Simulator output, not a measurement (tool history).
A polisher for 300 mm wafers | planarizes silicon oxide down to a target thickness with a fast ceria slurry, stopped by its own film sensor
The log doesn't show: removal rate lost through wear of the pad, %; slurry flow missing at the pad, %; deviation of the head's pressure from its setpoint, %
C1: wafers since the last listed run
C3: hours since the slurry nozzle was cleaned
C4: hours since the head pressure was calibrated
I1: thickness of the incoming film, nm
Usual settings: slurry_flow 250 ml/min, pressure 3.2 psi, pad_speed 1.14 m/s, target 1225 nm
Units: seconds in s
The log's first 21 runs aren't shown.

{"hour": 334.1, "done": "head pressure recalibrated"}
{"run": 22, "hour": 338.5, "slurry_flow": 250, "pressure": 3.2, "pad_speed": 1.14, "target": 1225, "C1": 57, "wafers polished on this pad": 437, "C3": 216.1, "C4": 4.4, "I1": 2776.8, "seconds": 90.8}
{"run": 23, "hour": 350.1, "slurry_flow": 250, "pressure": 3.2, "pad_speed": 1.46, "target": 1225, "C1": 139, "wafers polished on this pad": 576, "C3": 227.7, "C4": 16, "I1": 2776, "seconds": 72.9}
{"run": 24, "hour": 357.9, "slurry_flow": 250, "pressure": 4.1, "pad_speed": 1.5, "target": 1757, "C1": 93, "wafers polished on this pad": 669, "C3": 235.5, "C4": 23.8, "I1": 2763.2, "seconds": 36.9}
{"run": 25, "hour": 374.0, "slurry_flow": 250, "pressure": 4, "pad_speed": 0.82, "target": 1225, "C1": 192, "wafers polished on this pad": 862, "C3": 251.6, "C4": 39.9, "I1": 2771.3, "seconds": 106.4}
{"run": 26, "hour": 391.8, "slurry_flow": 250, "pressure": 3.2, "pad_speed": 1.14, "target": 1366, "C1": 213, "wafers polished on this pad": 1076, "C3": 269.4, "C4": 57.7, "I1": 2788.9, "seconds": 89.9}
{"run": 27, "hour": 401.5, "slurry_flow": 325, "pressure": 2.2, "pad_speed": 1.5, "target": 721, "C1": 116, "wafers polished on this pad": 1192, "C3": 279.1, "C4": 67.4, "I1": 2789.4, "seconds": 144.3}
{"run": 28, "hour": 412.2, "slurry_flow": 250, "pressure": 3.2, "pad_speed": 1.14, "target": 1225, "C1": 128, "wafers polished on this pad": 1320, "C3": 289.8, "C4": 78.1, "I1": 2747.2, "seconds": 98.6}
{"run": 29, "hour": 430.2, "slurry_flow": 250, "pressure": 3.2, "pad_speed": 1.14, "target": 1225, "C1": 215, "wafers polished on this pad": 1536, "C3": 307.8, "C4": 96.1, "I1": 2794, "seconds": 104}

Forecast run 30:
{"run": 30, "hour": 444.2, "slurry_flow": 280, "pressure": 4, "pad_speed": 1.32, "target": 1468, "C1": 167, "wafers polished on this pad": 1704, "C3": 321.8, "C4": 110.1, "I1": 2775, "seconds": "?"}

seconds: 57.6 s
Without the tool's hidden state the same run would have given seconds 50.7 s.
